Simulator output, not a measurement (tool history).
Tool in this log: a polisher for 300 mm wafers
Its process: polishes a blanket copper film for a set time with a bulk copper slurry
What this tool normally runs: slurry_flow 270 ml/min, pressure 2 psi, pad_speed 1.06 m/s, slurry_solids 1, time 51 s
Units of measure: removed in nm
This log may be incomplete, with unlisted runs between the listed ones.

| run | hour | slurry_flow | pressure | pad_speed | slurry_solids | time | incoming thickness of the incoming film, nm | removed |
|---|---|---|---|---|---|---|---|---|
| 1 | 0 | 230 | 2 | 0.82 | 1 | 51 | 1792.6 | 258.5 |
| 2 | 18.1 | 230 | 2 | 0.82 | 1 | 51 | 1825.9 | 257.4 |
|  | 44 | worn pad replaced by a new one |
| 3 | 52 | 270 | 2 | 0.92 | 1.05 | 51 | 1779.3 | 313.7 |
| 4 | 71.1 | 270 | 2 | 0.92 | 1.05 | 51 | 1829 | 301.8 |
| 5 | 83.8 | 270 | 2 | 0.92 | 1.05 | 51 | 1844.2 | 302.9 |
|  | 95.8 | slurry nozzle cleaned |
| 6 | 97.4 | 270 | 2 | 1.06 | 1.15 | 46 | 1813.9 | 304.5 |
| 7 | 109.8 | 270 | 2 | 1.06 | 1.15 | 46 | 1825.2 | 303.1 |
| 8 | 136 | 270 | 2 | 1.06 | 1.15 | 46 | 1792.1 | 296.6 |
| 9 | 151.5 | 270 | 2 | 1.06 | 1 | 51 | 1783.4 | 318.1 |
|  | 187.7 | worn pad replaced by a new one |
| 10 | 188.2 | 270 | 2 | 1.06 | 1 | 51 | 1810.8 | 356.7 |
|  | 221.7 | head pressure recalibrated |
| 11 | 222.2 | 270 | 2 | 1.06 | 1 | 51 | 1838.9 | 336.9 |
| 12 | 251 | 270 | 2 | 1.06 | 1 | 51 | 1838.2 | 334.9 |
| 13 | 264.1 | 270 | 2 | 1.06 | 1 | 51 | 1820.5 | 329.2 |
| 14 | 276.3 | 210 | 2 | 1.06 | 1.1 | 51 | 1797.1 | 324.3 |
|  | 303.2 | slurry nozzle cleaned |
| 15 | 305 | 205 | 2 | 1.06 | 1 | 61 | 1817.1 | 378.2 |
| 16 | 319.9 | 270 | 2 | 1.06 | 1 | 43 | 1835.2 | 272.5 |
|  | 332.1 | worn pad replaced by a new one |
| 17 | 332.8 | 270 | 2 | 1.2 | 0.85 | 51 | 1795.1 | 382.6 |
| 18 | 347.7 | 270 | 2.7 | 1.06 | 1 | 44 | 1835.8 | 384.8 |
| 19 | 380.7 | 240 | 1.6 | 1.18 | 0.9 | 51 | 1798 | 288.6 |
|  | 398.6 | slurry blender recalibrated |
| 20 | 412.1 | 230 | 2 | 0.82 | 1 | 51 | 1801.8 | 259.2 |
| 21 | 439.8 | 340 | 2 | 0.8 | 1 | 51 | 1800.7 | 262.4 |
|  | 447.5 | worn pad replaced by a new one |
| 22 | 465.2 | 270 | 2 | 1.06 | 1 | 51 | 1803.1 | 340.4 |
| 23 | 489 | 220 | 2.6 | 1.06 | 1.15 | 42 | 1839.9 | 352 |
|  | 491.9 | slurry nozzle cleaned |
| 24 | 570 | 270 | 2 | 1.06 | 0.9 | 51 | 1805.6 | 319 |
|  | 583.8 | worn pad replaced by a new one |
| 25 | 595.3 | 220 | 2 | 1.06 | 1.15 | 36 | 1827.1 | 241.9 |
| 26 | 610.4 | 305 | 2 | 1.26 | 1 | 51 | 1781.2 | 394.8 |
| 27 | 635.6 | 270 | 2.3 | 1.18 | 1.15 | 51 | 1824.7 | 415.6 |
| 28 | 660.8 | 270 | 2 | 1.06 | 1 | 51 | 1845.2 | 326.3 |

3 ways to go on from here, each from the tool as it stands after run 28. What would each give?
| A | 661.2 | 270 | 2 | 1.06 | 1 | 51 | 1828.2 | ? |
| B | 661.2 | 270 | 2 | 1.06 | 1 | 65 | 1828.2 | ? |
| C | 661.2 | 220 | 2 | 1.06 | 1 | 51 | 1828.2 | ? |

| run | removed |
|---|---|
| A | 322.4 |
| B | 410.8 |
| C | 315.8 |
Take away the tool's hidden state, keep each run's random variation, and the runs would have read:
| run | removed |
|---|---|
| A | 350.3 |
| B | 446.5 |
| C | 343.2 |
